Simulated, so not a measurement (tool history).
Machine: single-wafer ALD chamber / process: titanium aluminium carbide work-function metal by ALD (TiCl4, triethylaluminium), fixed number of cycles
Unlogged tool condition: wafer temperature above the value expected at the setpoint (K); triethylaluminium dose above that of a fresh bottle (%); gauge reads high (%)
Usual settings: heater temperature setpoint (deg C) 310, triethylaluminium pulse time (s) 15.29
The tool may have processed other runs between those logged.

run,hour,heater temperature setpoint (deg C),triethylaluminium pulse time (s),wafers since the last listed run,hours since the last thermocouple change,hours since the last triethylaluminium bottle change,hours since the showerhead was replaced,hours since the gauge calibration,"read-back reference wafer on the same gauge, thickness_nm",mean film thickness on the monitor wafer (angstrom)
1,0.0,310,15.29,0,2316.0,1815.3,5993.6,332.1,2.169,19.42
2,13.6,310,15.29,129,2329.6,1828.9,6007.2,345.7,2.169,19.29
3,36.6,310,15.29,218,2352.6,1851.9,6030.2,368.7,2.169,19.40
4,68.3,310,15.29,300,2384.3,1883.6,6061.9,400.4,2.170,19.48
5,90.8,310,15.29,213,2406.8,1906.1,6084.4,422.9,2.170,19.44
6,112.2,310,15.29,203,2428.2,1927.5,6105.8,444.3,2.171,19.32
7,133.2,310,15.29,199,2449.2,1948.5,6126.8,465.3,2.169,19.40
8,162.3,310,15.29,276,2478.3,1977.6,6155.9,494.4,2.171,19.40
# hour 201.4: showerhead replaced
9,201.9,299,15.29,300,2517.9,2017.2,0.5,534.0,2.170,18.28
# hour 215.0: thermocouple changed; heater temperature recalibrated
10,216.9,295,11.19,66,1.9,2032.2,15.5,549.0,2.169,17.83
# hour 219.3: gauge calibrated
11,268.4,310,20.58,488,53.4,2083.7,67.0,49.1,2.171,19.56
# hour 294.1: triethylaluminium bottle replaced
12,294.6,321,15.29,172,79.6,0.5,93.2,75.3,2.170,20.37
13,306.1,316,11.92,109,91.1,12.0,104.7,86.8,2.169,19.85
14,333.0,304,19.11,255,118.0,38.9,131.6,113.7,2.170,18.90
15,356.9,305,16.88,226,141.9,62.8,155.5,137.6,2.169,18.95
16,369.6,310,15.29,120,154.6,75.5,168.2,150.3,2.171,19.31

Run 17 comes next. What will it give?
17,384.5,304,15.29,141,169.5,90.4,183.1,165.2,?,?

Run 17 gave read-back reference wafer on the same gauge, thickness_nm 2.171, mean film thickness on the monitor wafer (angstrom) 18.89.
Without the tool's hidden state the same run would have given mean film thickness on the monitor wafer (angstrom) 18.89.
